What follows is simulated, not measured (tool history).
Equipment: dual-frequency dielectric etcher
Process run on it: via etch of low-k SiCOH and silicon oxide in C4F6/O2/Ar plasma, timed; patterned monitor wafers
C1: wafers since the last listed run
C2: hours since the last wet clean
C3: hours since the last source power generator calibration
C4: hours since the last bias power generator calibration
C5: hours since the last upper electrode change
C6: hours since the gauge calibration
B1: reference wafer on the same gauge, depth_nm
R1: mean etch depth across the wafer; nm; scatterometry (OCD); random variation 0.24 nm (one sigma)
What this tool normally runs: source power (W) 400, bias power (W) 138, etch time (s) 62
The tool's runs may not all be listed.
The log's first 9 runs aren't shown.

run 10 hour=114.5 | source_power_(W)=400 bias_power_(W)=155 etch_time_(s)=62 | C1=199 C2=537.5 C3=2165.8 C4=3863.6 C5=3127.9 C6=482 | B1=179 | R1=164.6
-- hour=141.7 wet clean of the chamber
run 11 hour=142.2 | source_power_(W)=400 bias_power_(W)=155 etch_time_(s)=62 | C1=43 C2=0.5 C3=2193.5 C4=3891.3 C5=3155.6 C6=509.7 | B1=179 | R1=168.1
run 12 hour=142.6 | source_power_(W)=400 bias_power_(W)=126 etch_time_(s)=75 | C1=4 C2=0.9 C3=2193.9 C4=3891.7 C5=3156 C6=510.1 | B1=178.8 | R1=187.9
run 13 hour=144.7 | source_power_(W)=400 bias_power_(W)=138 etch_time_(s)=62 | C1=24 C2=3 C3=2196 C4=3893.8 C5=3158.1 C6=512.2 | B1=178.9 | R1=160.5
run 14 hour=151.9 | source_power_(W)=400 bias_power_(W)=170 etch_time_(s)=62 | C1=85 C2=10.2 C3=2203.2 C4=3901 C5=3165.3 C6=519.4 | B1=179 | R1=174.5
run 15 hour=169.9 | source_power_(W)=480 bias_power_(W)=138 etch_time_(s)=69 | C1=212 C2=28.2 C3=2221.2 C4=3919 C5=3183.3 C6=537.4 | B1=178.9 | R1=189.8
run 16 hour=183.8 | source_power_(W)=400 bias_power_(W)=138 etch_time_(s)=55.5 | C1=164 C2=42.1 C3=2235.1 C4=3932.9 C5=3197.2 C6=551.3 | B1=179 | R1=143.4
-- hour=206.6 gauge calibrated
-- hour=217 upper electrode replaced
run 17 hour=217.5 | source_power_(W)=300 bias_power_(W)=123 etch_time_(s)=76 | C1=114 C2=75.8 C3=2268.8 C4=3966.6 C5=0.5 C6=10.9 | B1=178.9 | R1=171.1
run 18 hour=217.8 | source_power_(W)=400 bias_power_(W)=138 etch_time_(s)=62 | C1=3 C2=76.1 C3=2269.1 C4=3966.9 C5=0.8 C6=11.2 | B1=178.9 | R1=160.4
run 19 hour=226.4 | source_power_(W)=400 bias_power_(W)=138 etch_time_(s)=62 | C1=101 C2=84.7 C3=2277.7 C4=3975.5 C5=9.4 C6=19.8 | B1=179 | R1=160.1
run 20 hour=235.8 | source_power_(W)=330 bias_power_(W)=138 etch_time_(s)=62 | C1=111 C2=94.1 C3=2287.1 C4=3984.9 C5=18.8 C6=29.2 | B1=178.9 | R1=150.4
run 21 hour=245.6 | source_power_(W)=480 bias_power_(W)=138 etch_time_(s)=62 | C1=115 C2=103.9 C3=2296.9 C4=3994.7 C5=28.6 C6=39 | B1=179 | R1=169.9
run 22 hour=259.7 | source_power_(W)=370 bias_power_(W)=138 etch_time_(s)=62 | C1=166 C2=118 C3=2311 C4=4008.8 C5=42.7 C6=53.1 | B1=179.1 | R1=156.1
-- hour=283.3 bias power generator calibrated
run 23 hour=287.7 | source_power_(W)=400 bias_power_(W)=138 etch_time_(s)=62 | C1=283 C2=146 C3=2339 C4=4.4 C5=70.7 C6=81.1 | B1=179.1 | R1=160
run 24 hour=298.8 | source_power_(W)=400 bias_power_(W)=138 etch_time_(s)=54.5 | C1=131 C2=157.1 C3=2350.1 C4=15.5 C5=81.8 C6=92.2 | B1=179 | R1=140.3
-- hour=303 source power generator calibrated
run 25 hour=308.3 | source_power_(W)=450 bias_power_(W)=119 etch_time_(s)=75.5 | C1=64 C2=166.6 C3=5.3 C4=25 C5=91.3 C6=101.7 | B1=179 | R1=191
run 26 hour=326.3 | source_power_(W)=400 bias_power_(W)=138 etch_time_(s)=78.5 | C1=212 C2=184.6 C3=23.3 C4=43 C5=109.3 C6=119.7 | B1=179.1 | R1=202
run 27 hour=341.1 | source_power_(W)=400 bias_power_(W)=138 etch_time_(s)=62 | C1=174 C2=199.4 C3=38.1 C4=57.8 C5=124.1 C6=134.5 | B1=179 | R1=158.8
run 28 hour=393.6 | source_power_(W)=490 bias_power_(W)=138 etch_time_(s)=45 | C1=620 C2=251.9 C3=90.6 C4=110.3 C5=176.6 C6=187 | B1=179 | R1=123.7
run 29 hour=407.9 | source_power_(W)=400 bias_power_(W)=117 etch_time_(s)=46 | C1=168 C2=266.2 C3=104.9 C4=124.6 C5=190.9 C6=201.3 | B1=179 | R1=110.6
run 30 hour=425.4 | source_power_(W)=400 bias_power_(W)=138 etch_time_(s)=62 | C1=206 C2=283.7 C3=122.4 C4=142.1 C5=208.4 C6=218.8 | B1=179 | R1=158.8
run 31 hour=437.7 | source_power_(W)=400 bias_power_(W)=138 etch_time_(s)=62 | C1=145 C2=296 C3=134.7 C4=154.4 C5=220.7 C6=231.1 | B1=179.1 | R1=158.9

3 options for the next run, each taken on its own from the tool as it stands now. Forecast them:
run A hour=438.1 | source_power_(W)=400 bias_power_(W)=122 etch_time_(s)=62 | C1=4 C2=296.4 C3=135.1 C4=154.8 C5=221.1 C6=231.5 | B1=? | R1=?
run B hour=438.1 | source_power_(W)=430 bias_power_(W)=157 etch_time_(s)=70 | C1=4 C2=296.4 C3=135.1 C4=154.8 C5=221.1 C6=231.5 | B1=? | R1=?
run C hour=438.1 | source_power_(W)=400 bias_power_(W)=154 etch_time_(s)=62 | C1=4 C2=296.4 C3=135.1 C4=154.8 C5=221.1 C6=231.5 | B1=? | R1=?

run=A B1=179 R1=151.2
run=B B1=179 R1=193.2
run=C B1=179 R1=165.9
With the hidden condition removed and each run's random variation left untouched, the same runs would have given:
run=A R1=152.8
run=B R1=195.2
run=C R1=167.6

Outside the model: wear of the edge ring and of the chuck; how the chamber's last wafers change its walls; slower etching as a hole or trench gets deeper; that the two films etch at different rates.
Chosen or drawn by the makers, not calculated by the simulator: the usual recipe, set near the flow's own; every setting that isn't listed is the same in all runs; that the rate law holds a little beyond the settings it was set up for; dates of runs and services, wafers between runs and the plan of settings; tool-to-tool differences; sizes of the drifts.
